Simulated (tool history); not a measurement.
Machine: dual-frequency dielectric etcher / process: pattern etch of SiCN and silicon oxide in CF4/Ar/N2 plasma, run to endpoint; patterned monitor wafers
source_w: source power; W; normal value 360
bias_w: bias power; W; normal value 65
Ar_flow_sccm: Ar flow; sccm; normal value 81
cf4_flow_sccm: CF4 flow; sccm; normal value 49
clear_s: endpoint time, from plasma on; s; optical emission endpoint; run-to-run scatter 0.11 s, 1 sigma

| run | day | source_w | bias_w | Ar_flow_sccm | cf4_flow_sccm | wafers since the last listed run | hours since the last wet clean | hours since the last source power generator calibration | hours since the last bias power generator calibration | hours since the last Ar flow controller change | hours since the last CF4 flow controller change | hours since the last upper electrode change | incoming incoming film thickness, nm | clear_s |
|---|---|---|---|---|---|---|---|---|---|---|---|---|---|---|
| 1 | 0 | 360 | 65 | 81 | 40 | 0 | 418.2 | 43.7 | 23.2 | 1739.9 | 2333.3 | 28.7 | 12.8 | 19.1 |
| 2 | 4.138 | 360 | 65 | 81 | 40 | 1784 | 517.5 | 143 | 122.5 | 1839.2 | 2432.6 | 128 | 12.9 | 19.4 |
| 3 | 7.296 | 360 | 65 | 81 | 40 | 1361 | 593.3 | 218.8 | 198.3 | 1915 | 2508.4 | 203.8 | 12.71 | 19 |
|  | 9.5 | wet clean of the chamber |
| 4 | 11.371 | 360 | 65 | 81 | 57 | 1325 | 44.9 | 316.6 | 296.1 | 2012.8 | 2606.2 | 301.6 | 12.61 | 17.8 |
|  | 14.579 | Ar flow controller replaced |
| 5 | 14.958 | 360 | 65 | 81 | 49 | 1439 | 131 | 402.7 | 382.2 | 9.1 | 2692.3 | 387.7 | 12.75 | 18.3 |
| 6 | 19.362 | 290 | 56 | 66 | 45 | 1899 | 236.7 | 508.4 | 487.9 | 114.8 | 2798 | 493.4 | 12.93 | 23 |
|  | 21.838 | CF4 flow controller replaced |
| 7 | 26.008 | 360 | 65 | 81 | 40 | 2757 | 396.2 | 667.9 | 647.4 | 274.3 | 100.1 | 652.9 | 12.85 | 19.1 |
| 8 | 35.808 | 420 | 65 | 81 | 49 | 4225 | 631.4 | 903.1 | 882.6 | 509.5 | 335.3 | 888.1 | 12.8 | 16.9 |
|  | 38.371 | wet clean of the chamber |
| 9 | 38.392 | 330 | 49 | 88 | 44 | 682 | 0.5 | 965.1 | 944.6 | 571.5 | 397.3 | 950.1 | 12.81 | 26 |
| 10 | 40.625 | 360 | 65 | 100 | 49 | 963 | 54.1 | 1018.7 | 998.2 | 625.1 | 450.9 | 1003.7 | 12.77 | 19.2 |
| 11 | 43.4 | 440 | 65 | 86 | 49 | 1196 | 120.7 | 1085.3 | 1064.8 | 691.7 | 517.5 | 1070.3 | 12.75 | 16.6 |
| 12 | 47.512 | 440 | 65 | 81 | 41 | 1773 | 219.4 | 1184 | 1163.5 | 790.4 | 616.2 | 1169 | 12.86 | 17 |
| 13 | 50.125 | 430 | 52 | 72 | 49 | 1126 | 282.1 | 1246.7 | 1226.2 | 853.1 | 678.9 | 1231.7 | 12.9 | 19.6 |
| 14 | 53.862 | 360 | 65 | 81 | 49 | 1611 | 371.8 | 1336.4 | 1315.9 | 942.8 | 768.6 | 1321.4 | 12.8 | 18.3 |
| 15 | 58.25 | 360 | 65 | 81 | 49 | 1891 | 477.1 | 1441.7 | 1421.2 | 1048.1 | 873.9 | 1426.7 | 12.64 | 18.2 |
| 16 | 62.525 | 300 | 52 | 81 | 56 | 1843 | 579.7 | 1544.3 | 1523.8 | 1150.7 | 976.5 | 1529.3 | 12.68 | 23.8 |
|  | 64.708 | wet clean of the chamber |
| 17 | 66.404 | 360 | 65 | 81 | 40 | 1241 | 40.7 | 1637.4 | 1616.9 | 1243.8 | 1069.6 | 1622.4 | 12.78 | 18.7 |
| 18 | 69.675 | 360 | 75 | 70 | 49 | 1410 | 119.2 | 1715.9 | 1695.4 | 1322.3 | 1148.1 | 1700.9 | 12.7 | 16 |
| 19 | 71.417 | 310 | 69 | 88 | 60 | 750 | 161 | 1757.7 | 1737.2 | 1364.1 | 1189.9 | 1742.7 | 12.82 | 18.8 |
| 20 | 75.058 | 360 | 65 | 81 | 40 | 1570 | 248.4 | 1845.1 | 1824.6 | 1451.5 | 1277.3 | 1830.1 | 12.79 | 18.8 |
| 21 | 77.1 | 360 | 75 | 92 | 57 | 880 | 297.4 | 1894.1 | 1873.6 | 1500.5 | 1326.3 | 1879.1 | 12.93 | 16.7 |
| 22 | 79.462 | 360 | 74 | 76 | 49 | 1018 | 354.1 | 1950.8 | 1930.3 | 1557.2 | 1383 | 1935.8 | 12.8 | 16.4 |
| 23 | 82.488 | 360 | 65 | 90 | 59 | 1304 | 426.7 | 2023.4 | 2002.9 | 1629.8 | 1455.6 | 2008.4 | 12.81 | 18.2 |

Alternative continuations, all from the tool just after run 23; predict every row:
| A | 82.504 | 440 | 65 | 81 | 49 | 7 | 427.1 | 2023.8 | 2003.3 | 1630.2 | 1456 | 2008.8 | 13.02 | ? |
| B | 82.504 | 430 | 65 | 81 | 49 | 7 | 427.1 | 2023.8 | 2003.3 | 1630.2 | 1456 | 2008.8 | 13.02 | ? |
| C | 82.504 | 410 | 65 | 95 | 59 | 7 | 427.1 | 2023.8 | 2003.3 | 1630.2 | 1456 | 2008.8 | 13.02 | ? |
| D | 82.504 | 360 | 65 | 87 | 57 | 7 | 427.1 | 2023.8 | 2003.3 | 1630.2 | 1456 | 2008.8 | 13.02 | ? |
| E | 82.504 | 440 | 65 | 68 | 38 | 7 | 427.1 | 2023.8 | 2003.3 | 1630.2 | 1456 | 2008.8 | 13.02 | ? |

| run | clear_s |
|---|---|
| A | 16.6 |
| B | 16.8 |
| C | 17.3 |
| D | 18.5 |
| E | 16.7 |
What these runs would have given with no unlogged condition in the tool:
| run | clear_s |
|---|---|
| A | 16.8 |
| B | 17 |
| C | 17.5 |
| D | 18.7 |
| E | 16.9 |

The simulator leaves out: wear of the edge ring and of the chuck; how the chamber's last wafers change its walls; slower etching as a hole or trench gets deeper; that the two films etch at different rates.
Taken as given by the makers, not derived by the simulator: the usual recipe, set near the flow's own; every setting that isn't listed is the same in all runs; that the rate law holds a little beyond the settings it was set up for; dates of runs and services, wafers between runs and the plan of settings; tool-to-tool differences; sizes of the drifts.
